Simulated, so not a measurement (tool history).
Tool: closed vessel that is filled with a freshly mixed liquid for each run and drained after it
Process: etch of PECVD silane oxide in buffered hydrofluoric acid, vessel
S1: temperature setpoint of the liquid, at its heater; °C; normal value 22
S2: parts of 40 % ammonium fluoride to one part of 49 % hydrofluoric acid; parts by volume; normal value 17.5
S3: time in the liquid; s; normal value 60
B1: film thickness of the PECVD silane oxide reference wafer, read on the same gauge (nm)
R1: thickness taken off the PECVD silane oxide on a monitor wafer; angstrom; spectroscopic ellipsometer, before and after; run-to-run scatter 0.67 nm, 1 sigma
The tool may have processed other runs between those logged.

| run | hour | S1 | S2 | S3 | B1 | R1 |
|---|---|---|---|---|---|---|
| 1 | 0 | 22 | 17.5 | 60 | 129.95 | 1830.1 |
| 2 | 89.2 | 22 | 12 | 60 | 130.01 | 2650.4 |
| 3 | 153.7 | 22 | 12 | 60 | 130.03 | 2639.6 |
| 4 | 251.2 | 22 | 12 | 60 | 130.02 | 2638 |
| 5 | 358.5 | 22 | 17.5 | 60 | 129.95 | 1817.9 |
| 6 | 409.4 | 22 | 17.5 | 45 | 129.98 | 1352.4 |
| 7 | 513.4 | 22 | 17.5 | 45 | 129.98 | 1361.6 |
| 8 | 560.9 | 22 | 17.5 | 45 | 130.02 | 1359.2 |
| 9 | 597.2 | 22 | 22 | 70 | 129.96 | 1741 |
|  | 699 | gauge calibrated |
| 10 | 700.6 | 26.5 | 11.5 | 40 | 130.06 | 2320.4 |
| 11 | 779.4 | 25 | 17.5 | 80 | 129.99 | 2842.7 |
| 12 | 852.2 | 22 | 17.5 | 40 | 130.03 | 1206.9 |
| 13 | 974.2 | 24.5 | 20.5 | 80 | 130.01 | 2394.6 |
| 14 | 1062.1 | 23.5 | 23.5 | 50 | 130.03 | 1290.9 |
| 15 | 1119.7 | 22 | 17.5 | 60 | 129.97 | 1783 |
| 16 | 1195 | 22 | 17.5 | 35 | 129.98 | 1039 |
| 17 | 1292.9 | 25 | 11 | 90 | 129.99 | 4989.5 |
| 18 | 1595.1 | 22 | 17.5 | 60 | 130.03 | 1771.6 |
| 19 | 1664.6 | 19.5 | 21.5 | 60 | 130.03 | 1308.8 |
|  | 1703.1 | thermometer replaced |
| 20 | 1758 | 24 | 20 | 80 | 130 | 2352.8 |
|  | 1798.2 | hydrofluoric acid flow meter replaced |
| 21 | 1849 | 22 | 21.5 | 85 | 129.98 | 2200.1 |
| 22 | 1926.9 | 26 | 21 | 95 | 130.01 | 3090.4 |
| 23 | 1963.3 | 25.5 | 13 | 40 | 129.99 | 2003.4 |
| 24 | 2001.7 | 17 | 17.5 | 85 | 129.99 | 1968.6 |
| 25 | 2089.5 | 22 | 17.5 | 60 | 130.02 | 1853.4 |
| 26 | 2180 | 19.5 | 17.5 | 60 | 130.02 | 1599.9 |
| 27 | 2254.6 | 24.5 | 11 | 60 | 129.97 | 3344.6 |
| 28 | 2292.5 | 24 | 22 | 85 | 129.96 | 2387.8 |
| 29 | 2384.6 | 22 | 17.5 | 75 | 130.05 | 2301.4 |
| 30 | 2491.7 | 26.5 | 24 | 75 | 130.02 | 2287.4 |
| 31 | 2571.5 | 25 | 11 | 60 | 129.99 | 3407.7 |
| 32 | 2658.6 | 22 | 22.5 | 60 | 129.97 | 1490.8 |

Below, each run's measurement less what the same run would have read without the hidden state. Both values contain the same run-to-run variation, but the gauge's scatter may not be the same in both:
What the log doesn't record here: liquid colder than its thermometer reads (K); hydrofluoric acid flow below the setpoint (%); gauge reads high (%).
| run | R1 |
|---|---|
| 1 | -36.8 |
| 2 | -57.1 |
| 3 | -59.8 |
| 4 | -64.3 |
| 5 | -48.2 |
| 6 | -37 |
| 7 | -39.8 |
| 8 | -40.9 |
| 9 | -37.2 |
| 10 | -75 |
| 11 | -96.6 |
| 12 | -42.7 |
| 13 | -62.5 |
| 14 | -35.1 |
| 15 | -71.8 |
| 16 | -43.3 |
| 17 | -214.5 |
| 18 | -86.9 |
| 19 | -45.8 |
| 20 | -84.8 |
| 21 | -6.9 |
| 22 | -12.7 |
| 23 | -13 |
| 24 | -14.1 |
| 25 | -16.1 |
| 26 | -16.4 |
| 27 | -38.2 |
| 28 | -20.3 |
| 29 | -31.8 |
| 30 | -24.9 |
| 31 | -57.4 |
| 32 | -19.3 |

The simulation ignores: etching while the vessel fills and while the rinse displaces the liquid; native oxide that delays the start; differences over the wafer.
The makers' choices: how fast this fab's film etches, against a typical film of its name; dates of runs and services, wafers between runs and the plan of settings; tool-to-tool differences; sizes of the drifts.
